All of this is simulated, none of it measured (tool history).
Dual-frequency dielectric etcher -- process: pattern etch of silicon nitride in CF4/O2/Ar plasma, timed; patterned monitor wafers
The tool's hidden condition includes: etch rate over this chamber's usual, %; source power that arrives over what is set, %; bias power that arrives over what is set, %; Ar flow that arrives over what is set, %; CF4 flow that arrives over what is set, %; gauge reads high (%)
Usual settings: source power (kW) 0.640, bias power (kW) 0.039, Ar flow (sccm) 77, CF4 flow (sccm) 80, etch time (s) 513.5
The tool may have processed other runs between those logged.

| run | hour | source power (kW) | bias power (kW) | Ar flow (sccm) | CF4 flow (sccm) | etch time (s) | wafers since the last listed run | hours since the last wet clean | hours since the last source power generator calibration | hours since the last bias power generator calibration | hours since the last Ar flow controller change | hours since the last CF4 flow controller change | hours since the last upper electrode change | hours since the gauge calibration | read-back reference wafer on the same gauge, depth_nm | mean etch depth across the wafer (nm) |
|---|---|---|---|---|---|---|---|---|---|---|---|---|---|---|---|---|
| 1 | 0.0 | 0.640 | 0.039 | 77 | 74 | 513.5 | 0 | 38.3 | 3105.4 | 89.9 | 4096.7 | 77.4 | 66.1 | 69.8 | 1019.8 | 1156.1 |
| 2 | 14.3 | 0.520 | 0.031 | 77 | 80 | 513.5 | 58 | 52.6 | 3119.7 | 104.2 | 4111.0 | 91.7 | 80.4 | 84.1 | 1020.5 | 899.5 |
| 3 | 24.4 | 0.640 | 0.039 | 68 | 80 | 513.5 | 41 | 62.7 | 3129.8 | 114.3 | 4121.1 | 101.8 | 90.5 | 94.2 | 1020.0 | 1194.1 |
| 4 | 32.2 | 0.640 | 0.039 | 77 | 80 | 513.5 | 31 | 70.5 | 3137.6 | 122.1 | 4128.9 | 109.6 | 98.3 | 102.0 | 1020.1 | 1166.6 |
|  | 40.9 | Ar flow controller replaced |
| 5 | 42.1 | 0.640 | 0.039 | 77 | 80 | 398.5 | 15 | 80.4 | 3147.5 | 132.0 | 1.2 | 119.5 | 108.2 | 111.9 | 1019.8 | 912.8 |
| 6 | 48.5 | 0.690 | 0.039 | 77 | 95 | 513.5 | 26 | 86.8 | 3153.9 | 138.4 | 7.6 | 125.9 | 114.6 | 118.3 | 1021.2 | 1298.8 |
| 7 | 60.2 | 0.640 | 0.039 | 77 | 80 | 513.5 | 47 | 98.5 | 3165.6 | 150.1 | 19.3 | 137.6 | 126.3 | 130.0 | 1019.7 | 1174.4 |
| 8 | 68.5 | 0.680 | 0.030 | 92 | 80 | 513.5 | 34 | 106.8 | 3173.9 | 158.4 | 27.6 | 145.9 | 134.6 | 138.3 | 1020.7 | 1126.3 |
| 9 | 79.6 | 0.640 | 0.039 | 77 | 80 | 513.5 | 45 | 117.9 | 3185.0 | 169.5 | 38.7 | 157.0 | 145.7 | 149.4 | 1018.8 | 1177.8 |
| 10 | 89.0 | 0.530 | 0.044 | 84 | 80 | 658.0 | 38 | 127.3 | 3194.4 | 178.9 | 48.1 | 166.4 | 155.1 | 158.8 | 1019.9 | 1270.5 |
|  | 96.4 | source power generator calibrated |
| 11 | 96.9 | 0.640 | 0.039 | 77 | 80 | 513.5 | 15 | 135.2 | 0.5 | 186.8 | 56.0 | 174.3 | 163.0 | 166.7 | 1019.5 | 1170.6 |
| 12 | 111.5 | 0.640 | 0.039 | 77 | 80 | 513.5 | 59 | 149.8 | 15.1 | 201.4 | 70.6 | 188.9 | 177.6 | 181.3 | 1020.5 | 1174.9 |
| 13 | 126.7 | 0.710 | 0.039 | 77 | 80 | 513.5 | 62 | 165.0 | 30.3 | 216.6 | 85.8 | 204.1 | 192.8 | 196.5 | 1019.9 | 1291.9 |
| 14 | 140.9 | 0.640 | 0.039 | 87 | 92 | 472.5 | 58 | 179.2 | 44.5 | 230.8 | 100.0 | 218.3 | 207.0 | 210.7 | 1019.2 | 1085.7 |
| 15 | 148.4 | 0.480 | 0.039 | 77 | 80 | 513.5 | 30 | 186.7 | 52.0 | 238.3 | 107.5 | 225.8 | 214.5 | 218.2 | 1019.7 | 880.6 |
| 16 | 160.6 | 0.640 | 0.039 | 77 | 80 | 438.0 | 49 | 198.9 | 64.2 | 250.5 | 119.7 | 238.0 | 226.7 | 230.4 | 1021.4 | 998.8 |
| 17 | 178.4 | 0.520 | 0.043 | 71 | 95 | 513.5 | 72 | 216.7 | 82.0 | 268.3 | 137.5 | 255.8 | 244.5 | 248.2 | 1018.1 | 1023.4 |
| 18 | 185.6 | 0.640 | 0.039 | 69 | 80 | 463.5 | 29 | 223.9 | 89.2 | 275.5 | 144.7 | 263.0 | 251.7 | 255.4 | 1020.1 | 1076.8 |
| 19 | 202.0 | 0.640 | 0.039 | 77 | 80 | 513.5 | 67 | 240.3 | 105.6 | 291.9 | 161.1 | 279.4 | 268.1 | 271.8 | 1019.1 | 1177.4 |
| 20 | 211.7 | 0.570 | 0.046 | 65 | 80 | 409.5 | 39 | 250.0 | 115.3 | 301.6 | 170.8 | 289.1 | 277.8 | 281.5 | 1020.4 | 895.8 |
| 21 | 228.7 | 0.640 | 0.044 | 77 | 80 | 556.5 | 69 | 267.0 | 132.3 | 318.6 | 187.8 | 306.1 | 294.8 | 298.5 | 1020.5 | 1318.8 |
| 22 | 257.8 | 0.730 | 0.039 | 77 | 80 | 405.0 | 119 | 296.1 | 161.4 | 347.7 | 216.9 | 335.2 | 323.9 | 327.6 | 1019.9 | 1052.0 |

Here are 3 independent what-if runs from the current tool condition. What would each one return?
| A | 258.4 | 0.640 | 0.032 | 77 | 80 | 513.5 | 2 | 296.7 | 162.0 | 348.3 | 217.5 | 335.8 | 324.5 | 328.2 | ? | ? |
| B | 258.4 | 0.520 | 0.033 | 77 | 80 | 513.5 | 2 | 296.7 | 162.0 | 348.3 | 217.5 | 335.8 | 324.5 | 328.2 | ? | ? |
| C | 258.4 | 0.640 | 0.039 | 93 | 80 | 513.5 | 2 | 296.7 | 162.0 | 348.3 | 217.5 | 335.8 | 324.5 | 328.2 | ? | ? |

| run | read-back reference wafer on the same gauge, depth_nm | mean etch depth across the wafer (nm) |
|---|---|---|
| A | 1020.3 | 1123.3 |
| B | 1020.3 | 922.8 |
| C | 1020.3 | 1146.5 |
Stripped of hidden state, with their random variation kept, the same runs would have yielded:
| run | mean etch depth across the wafer (nm) |
|---|---|
| A | 1123.3 |
| B | 922.8 |
| C | 1146.5 |
